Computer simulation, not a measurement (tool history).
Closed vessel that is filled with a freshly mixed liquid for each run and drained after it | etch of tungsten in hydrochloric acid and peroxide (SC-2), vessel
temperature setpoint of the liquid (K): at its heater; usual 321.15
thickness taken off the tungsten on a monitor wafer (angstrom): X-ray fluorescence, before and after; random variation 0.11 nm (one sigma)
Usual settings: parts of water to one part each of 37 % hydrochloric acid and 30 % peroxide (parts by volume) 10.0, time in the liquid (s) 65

| run | hour | temperature setpoint of the liquid (K) | parts of water to one part each of 37 % hydrochloric acid and 30 % peroxide (parts by volume) | time in the liquid (s) | wafers since the last listed run | hours since the thermometer was replaced | hours since the chemicals flow meter was replaced | hours since the drum of peroxide was connected | hours since the gauge calibration | read-back film thickness of the tungsten reference wafer, read on the same gauge (nm) | thickness taken off the tungsten on a monitor wafer (angstrom) |
|---|---|---|---|---|---|---|---|---|---|---|---|
| 1 | 0.0 | 321.15 | 8.0 | 55 | 0 | 1524.9 | 1403.5 | 958.2 | 85.3 | 40.02 | 116.0 |
| 2 | 31.1 | 321.15 | 8.0 | 55 | 2619 | 1556.0 | 1434.6 | 989.3 | 116.4 | 40.01 | 117.7 |
| 3 | 130.5 | 321.15 | 10.0 | 65 | 8370 | 1655.4 | 1534.0 | 1088.7 | 215.8 | 39.97 | 114.0 |
| 4 | 161.0 | 321.15 | 10.0 | 65 | 2568 | 1685.9 | 1564.5 | 1119.2 | 246.3 | 40.03 | 113.8 |
| 5 | 196.7 | 321.15 | 10.0 | 65 | 3006 | 1721.6 | 1600.2 | 1154.9 | 282.0 | 39.99 | 114.2 |
| 6 | 219.1 | 321.15 | 10.0 | 65 | 1886 | 1744.0 | 1622.6 | 1177.3 | 304.4 | 39.99 | 114.7 |
| 7 | 248.3 | 321.15 | 10.0 | 65 | 2459 | 1773.2 | 1651.8 | 1206.5 | 333.6 | 40.00 | 112.1 |
| 8 | 264.9 | 321.15 | 10.0 | 65 | 1397 | 1789.8 | 1668.4 | 1223.1 | 350.2 | 39.97 | 113.0 |
|  | 280.6 | thermometer replaced |
| 9 | 284.2 | 321.15 | 10.0 | 65 | 1541 | 3.6 | 1687.7 | 1242.4 | 369.5 | 40.03 | 132.6 |
| 10 | 306.9 | 321.15 | 10.0 | 65 | 1911 | 26.3 | 1710.4 | 1265.1 | 392.2 | 40.00 | 131.8 |
| 11 | 327.5 | 324.15 | 7.5 | 45 | 1734 | 46.9 | 1731.0 | 1285.7 | 412.8 | 39.99 | 142.2 |
|  | 331.4 | new drum of peroxide connected |
| 12 | 346.4 | 321.15 | 10.0 | 65 | 1507 | 65.8 | 1749.9 | 15.0 | 431.7 | 39.99 | 130.7 |
|  | 352.9 | gauge calibrated |
|  | 366.2 | chemicals flow meter replaced |
| 13 | 376.4 | 321.15 | 10.0 | 65 | 2442 | 95.8 | 10.2 | 45.0 | 23.5 | 40.01 | 130.2 |
| 14 | 403.6 | 321.15 | 12.5 | 65 | 2290 | 123.0 | 37.4 | 72.2 | 50.7 | 40.03 | 108.8 |
| 15 | 432.4 | 318.15 | 12.5 | 50 | 2425 | 151.8 | 66.2 | 101.0 | 79.5 | 40.02 | 68.2 |
| 16 | 456.7 | 321.15 | 10.0 | 65 | 2046 | 176.1 | 90.5 | 125.3 | 103.8 | 39.99 | 130.6 |
| 17 | 491.2 | 321.15 | 10.0 | 65 | 2905 | 210.6 | 125.0 | 159.8 | 138.3 | 39.95 | 129.4 |
| 18 | 516.6 | 311.65 | 11.5 | 105 | 2139 | 236.0 | 150.4 | 185.2 | 163.7 | 40.00 | 95.2 |
| 19 | 546.1 | 315.15 | 7.0 | 30 | 2484 | 265.5 | 179.9 | 214.7 | 193.2 | 39.98 | 52.0 |
| 20 | 563.6 | 321.15 | 13.5 | 65 | 1473 | 283.0 | 197.4 | 232.2 | 210.7 | 40.02 | 99.3 |
| 21 | 600.2 | 330.65 | 14.5 | 50 | 3082 | 319.6 | 234.0 | 268.8 | 247.3 | 39.99 | 133.6 |

Hidden state at the last listed run before each entry between runs and at the first one after, where it differs:
Between runs 8 and 9: thermometer replaced (hour 280.6)
  liquid colder than its thermometer reads (K): 2.53 -> 0.179
  measured less the result without the state, thickness taken off the tungsten on a monitor wafer (angstrom): -21.2 -> -1.6
Between runs 11 and 12: new drum of peroxide connected (hour 331.4)
  liquid colder than its thermometer reads (K): 0.233 -> 0.257
  measured less the result without the state, thickness taken off the tungsten on a monitor wafer (angstrom): -2.2 -> -2.3
Between runs 12 and 13: gauge calibrated (hour 352.9); chemicals flow meter replaced (hour 366.2)
  liquid colder than its thermometer reads (K): 0.257 -> 0.295
  measured less the result without the state, thickness taken off the tungsten on a monitor wafer (angstrom): -2.3 -> -2.6
